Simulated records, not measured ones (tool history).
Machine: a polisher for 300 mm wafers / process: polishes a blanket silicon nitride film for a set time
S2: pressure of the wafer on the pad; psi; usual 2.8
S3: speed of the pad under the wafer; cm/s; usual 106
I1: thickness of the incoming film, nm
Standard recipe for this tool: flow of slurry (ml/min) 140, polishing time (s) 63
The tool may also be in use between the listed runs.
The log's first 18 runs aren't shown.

run 19 hour=240.3 | flow_of_slurry_(ml/min)=120 S2=2.8 S3=106 polishing_time_(s)=51 | I1=465.9 | film_removed_(nm)=63.9
run 20 hour=250.6 | flow_of_slurry_(ml/min)=120 S2=1.8 S3=142 polishing_time_(s)=75 | I1=476 | film_removed_(nm)=77.7
run 21 hour=257.1 | flow_of_slurry_(ml/min)=140 S2=2.8 S3=124 polishing_time_(s)=82 | I1=466.7 | film_removed_(nm)=114.7
run 22 hour=270.4 | flow_of_slurry_(ml/min)=140 S2=3.4 S3=106 polishing_time_(s)=85 | I1=472.2 | film_removed_(nm)=127.7
run 23 hour=278 | flow_of_slurry_(ml/min)=140 S2=2.8 S3=106 polishing_time_(s)=63 | I1=467.8 | film_removed_(nm)=81.2
run 24 hour=292 | flow_of_slurry_(ml/min)=140 S2=2.8 S3=106 polishing_time_(s)=63 | I1=470.4 | film_removed_(nm)=80.5
run 25 hour=309.3 | flow_of_slurry_(ml/min)=140 S2=2.8 S3=106 polishing_time_(s)=63 | I1=476.5 | film_removed_(nm)=79.9
run 26 hour=323.2 | flow_of_slurry_(ml/min)=100 S2=3.3 S3=106 polishing_time_(s)=63 | I1=464.4 | film_removed_(nm)=87.5
run 27 hour=330.5 | flow_of_slurry_(ml/min)=125 S2=3.1 S3=130 polishing_time_(s)=70 | I1=478.9 | film_removed_(nm)=105.3
-- hour=342.8 worn pad replaced by a new one
run 28 hour=344.5 | flow_of_slurry_(ml/min)=165 S2=2.4 S3=88 polishing_time_(s)=46 | I1=478.6 | film_removed_(nm)=47.7
run 29 hour=357.6 | flow_of_slurry_(ml/min)=125 S2=2.8 S3=96 polishing_time_(s)=63 | I1=461.1 | film_removed_(nm)=74.8
run 30 hour=366.7 | flow_of_slurry_(ml/min)=170 S2=3.5 S3=84 polishing_time_(s)=78 | I1=472.1 | film_removed_(nm)=108.8
run 31 hour=384 | flow_of_slurry_(ml/min)=140 S2=2.8 S3=106 polishing_time_(s)=63 | I1=467.5 | film_removed_(nm)=79.3
run 32 hour=395.2 | flow_of_slurry_(ml/min)=140 S2=2.8 S3=106 polishing_time_(s)=54 | I1=472.6 | film_removed_(nm)=67.5

Forecast each of these 4 alternatives for the next run:
run A hour=395.6 | flow_of_slurry_(ml/min)=140 S2=2.8 S3=106 polishing_time_(s)=63 | I1=472.6 | film_removed_(nm)=?
run B hour=395.6 | flow_of_slurry_(ml/min)=140 S2=2.8 S3=106 polishing_time_(s)=53 | I1=472.6 | film_removed_(nm)=?
run C hour=395.6 | flow_of_slurry_(ml/min)=100 S2=3.3 S3=78 polishing_time_(s)=84 | I1=472.6 | film_removed_(nm)=?
run D hour=395.6 | flow_of_slurry_(ml/min)=190 S2=2.8 S3=106 polishing_time_(s)=72 | I1=472.6 | film_removed_(nm)=?

run=A film_removed_(nm)=78.5
run=B film_removed_(nm)=66
run=C film_removed_(nm)=99.1
run=D film_removed_(nm)=93.4
The same runs, with their run-to-run variation unchanged, on a tool lacking any hidden condition would have given:
run=A film_removed_(nm)=80.9
run=B film_removed_(nm)=68.1
run=C film_removed_(nm)=102.8
run=D film_removed_(nm)=95.8
